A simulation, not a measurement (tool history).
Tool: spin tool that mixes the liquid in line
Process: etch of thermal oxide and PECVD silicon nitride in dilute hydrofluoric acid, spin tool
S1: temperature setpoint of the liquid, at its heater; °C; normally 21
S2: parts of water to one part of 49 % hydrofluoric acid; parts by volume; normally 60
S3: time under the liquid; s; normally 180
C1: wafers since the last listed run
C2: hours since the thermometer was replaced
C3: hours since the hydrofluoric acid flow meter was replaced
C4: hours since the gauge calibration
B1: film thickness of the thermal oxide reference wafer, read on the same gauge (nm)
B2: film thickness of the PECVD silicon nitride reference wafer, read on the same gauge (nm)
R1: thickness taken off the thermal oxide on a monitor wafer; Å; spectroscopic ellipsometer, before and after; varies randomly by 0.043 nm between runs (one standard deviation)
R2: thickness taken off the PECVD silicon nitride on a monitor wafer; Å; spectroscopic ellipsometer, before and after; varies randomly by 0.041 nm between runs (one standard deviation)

run	day	S1	S2	S3	C1	C2	C3	C4	B1	B2	R1	R2
1	0	21	60	180	0	1082.4	33.4	1500.3	40.05	149.99	137.1	61.5
2	2.379	21	60	180	504	1139.5	90.5	1557.4	40.01	150	138.7	61.5
3	4.808	21	30	100	514	1197.8	148.8	1615.7	40.01	149.99	159.7	67.8
4	6.283	24	70	210	312	1233.2	184.2	1651.1	39.97	150	155.6	76
5	7.867	18	45	145	335	1271.2	222.2	1689.1	40.04	149.97	133.4	53.8
6	9.838	21	60	180	417	1318.5	269.5	1736.4	40	150.06	139.1	62.7
7	12.383	21	60	70	539	1379.6	330.6	1797.5	39.95	150.01	54.2	24.3
8	14.412	18.5	60	180	429	1428.3	379.3	1846.2	39.98	149.96	125.3	51.9
9	17.262	19.5	70	180	603	1496.7	447.7	1914.6	40.03	149.96	111.4	48.3
# day 18.071: thermometer replaced
10	18.442	26	60	80	240	8.9	476	1942.9	39.98	150.01	79.9	41.7
11	21.342	21	30	180	614	78.5	545.6	2012.5	40.03	150.01	304.1	131.9
12	22.45	24.5	50	180	234	105.1	572.2	2039.1	40.05	150.01	207	102.1
13	24.762	21	60	255	489	160.6	627.7	2094.6	40.01	149.97	208.6	93.9
# day 25.446: hydrofluoric acid flow meter replaced
14	26.908	17	85	110	445	212.1	35.1	2146.1	39.99	149.94	50.4	21.3
# day 27.712: gauge calibrated
15	28.075	18.5	80	150	247	240.1	63.1	8.7	39.99	150	78.3	34.4
16	30.358	21	60	180	483	294.9	117.9	63.5	39.96	150	142.9	64.8
17	32.829	21	60	180	523	354.2	177.2	122.8	39.98	150.02	142.8	65.1
18	34.083	19	80	285	265	384.3	207.3	152.9	40.02	149.97	152.8	67.2
19	36.95	25.5	75	180	607	453.1	276.1	221.7	40.01	150.02	136.7	70.9
20	38.517	21	30	90	331	490.7	313.7	259.3	39.98	150.07	149.3	63.8
21	40.846	21	60	180	493	546.6	369.6	315.2	39.95	149.97	143.6	65.5
22	42.433	21	80	180	336	584.7	407.7	353.3	39.98	150	105.5	49.2
23	48.6	21	60	180	1306	732.7	555.7	501.3	39.97	150.03	145.2	65.7

Estimate the outcome of run 24 from the log above:
# day 49.446: hydrofluoric acid flow meter replaced
24	51.292	21	60	180	561	797.3	44.3	565.9	?	?	?	?

B1: 40.04
B2: 150.03
R1: 139.6 Å
R2: 62.6 Å
On a tool with no hidden condition, and with the same random variation, this run would have come out at R1 143 Å, R2 65.5 Å.
